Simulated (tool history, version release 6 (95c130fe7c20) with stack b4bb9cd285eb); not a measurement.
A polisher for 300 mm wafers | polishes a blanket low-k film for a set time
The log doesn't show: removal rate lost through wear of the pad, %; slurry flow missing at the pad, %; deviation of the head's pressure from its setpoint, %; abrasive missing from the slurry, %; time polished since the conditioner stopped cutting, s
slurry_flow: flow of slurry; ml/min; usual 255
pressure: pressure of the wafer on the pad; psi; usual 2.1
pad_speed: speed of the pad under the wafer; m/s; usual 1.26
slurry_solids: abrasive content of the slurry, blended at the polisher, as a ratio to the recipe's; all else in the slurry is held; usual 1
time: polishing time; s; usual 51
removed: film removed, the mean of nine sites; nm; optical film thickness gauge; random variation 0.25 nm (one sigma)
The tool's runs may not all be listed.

run	hour	slurry_flow	pressure	pad_speed	slurry_solids	time	wafers since the last listed run	wafers polished on this pad	hours since the slurry nozzle was cleaned	hours since the head pressure was calibrated	hours since the slurry blender was calibrated	hours since the conditioning disc was replaced	incoming thickness of the incoming film, nm	removed
1	0	255	2.1	1.26	1	51	0	329	148.2	121.4	200.4	15.6	476	26.5
2	21	255	2.1	1.26	1	51	150	479	169.2	142.4	221.4	36.6	468.3	25.9
3	34.8	255	2.1	1.26	1	51	98	578	183	156.2	235.2	50.4	469.1	25.6
4	53.9	255	2.1	1.26	1	51	136	715	202.1	175.3	254.3	69.5	469.3	25.6
5	79.6	255	2.1	1.26	1	51	183	899	227.8	201	280	95.2	469.2	25.3
# hour 101.7: slurry blender recalibrated
6	114.9	255	2.1	1.26	1	51	238	1137	263.1	236.3	13.2	130.5	462.4	24.8
# hour 129.2: worn pad replaced by a new one
# hour 132.1: slurry nozzle cleaned
7	140.9	255	2.1	1.26	1.15	51	150	76	8.8	262.3	39.2	156.5	464.2	25.8
8	165.6	190	2.1	1.26	1.2	51	176	253	33.5	287	63.9	181.2	471.6	24.5
# hour 199.4: conditioning disc replaced and pad reconditioned
9	200.8	255	2.1	1.26	1.1	51	237	491	68.7	322.2	99.1	1.4	462	27
10	219.6	255	2.1	1.26	1.3	58	134	625	87.5	341	117.9	20.2	472.7	32.7
11	255.5	255	2.1	1.26	1	51	256	882	123.4	376.9	153.8	56.1	464.7	25.1
12	288.4	255	2.1	1.26	1	51	235	1117	156.3	409.8	186.7	89	471.5	24.6
13	301.9	255	2.7	1.26	1.1	51	96	1214	169.8	423.3	200.2	102.5	469.2	31.6
# hour 316.1: worn pad replaced by a new one
14	318.2	255	2.1	1.26	1	51	88	15	186.1	439.6	216.5	118.8	469.9	24.4
15	346.1	210	1.4	1.52	1	39	199	215	214	467.5	244.4	146.7	463.2	14.3
# hour 354: slurry blender recalibrated
16	376.3	205	2.5	1.5	1	56	201	416	244.2	497.7	22.3	176.9	462	33.4
# hour 397: slurry nozzle cleaned
17	400.4	180	2.1	1.46	1.25	51	165	582	3.4	521.8	46.4	201	470	27.3
# hour 419.1: conditioning disc replaced and pad reconditioned
18	422.2	220	2.6	0.92	1.25	51	141	723	25.2	543.6	68.2	3.1	475.6	26.9
# hour 441.3: head pressure recalibrated
# hour 468: worn pad replaced by a new one
19	474.1	255	2.1	1.12	1	68	328	43	77.1	32.8	120.1	55	461.7	31.4
20	494.9	255	1.6	1.26	1	37	148	192	97.9	53.6	140.9	75.8	462.4	14.4
21	524.8	255	1.6	1.26	1	35	213	406	127.8	83.5	170.8	105.7	461.5	13.4
22	559	255	2.1	1.48	1.15	61	244	651	162	117.7	205	139.9	465.6	35.2
23	585.7	255	2.1	1.26	1	51	191	842	188.7	144.4	231.7	166.6	462.6	23.9
# hour 604.4: conditioning disc replaced and pad reconditioned
24	604.9	210	2.7	1.12	1	65	123	965	207.9	163.6	250.9	0.5	473.9	37.8
# hour 626.7: worn pad replaced by a new one
25	637.3	255	2.1	1.26	1	51	203	76	240.3	196	283.3	32.9	479.8	25.6

4 ways to go on from here, each from the tool as it stands after run 25. What would each give?
A	637.7	255	2.1	1.26	1	51	2	78	240.7	196.4	283.7	33.3	473	?
B	637.7	190	2.1	1.26	1	51	2	78	240.7	196.4	283.7	33.3	473	?
C	637.7	255	2.7	1.26	0.7	40	2	78	240.7	196.4	283.7	33.3	473	?
D	637.7	170	1.7	1.26	1	51	2	78	240.7	196.4	283.7	33.3	473	?

run	removed
A	25.3
B	24.4
C	22
D	19.6
Without the tool's hidden state the same runs would have given:
run	removed
A	26.5
B	25.6
C	23.3
D	20.4

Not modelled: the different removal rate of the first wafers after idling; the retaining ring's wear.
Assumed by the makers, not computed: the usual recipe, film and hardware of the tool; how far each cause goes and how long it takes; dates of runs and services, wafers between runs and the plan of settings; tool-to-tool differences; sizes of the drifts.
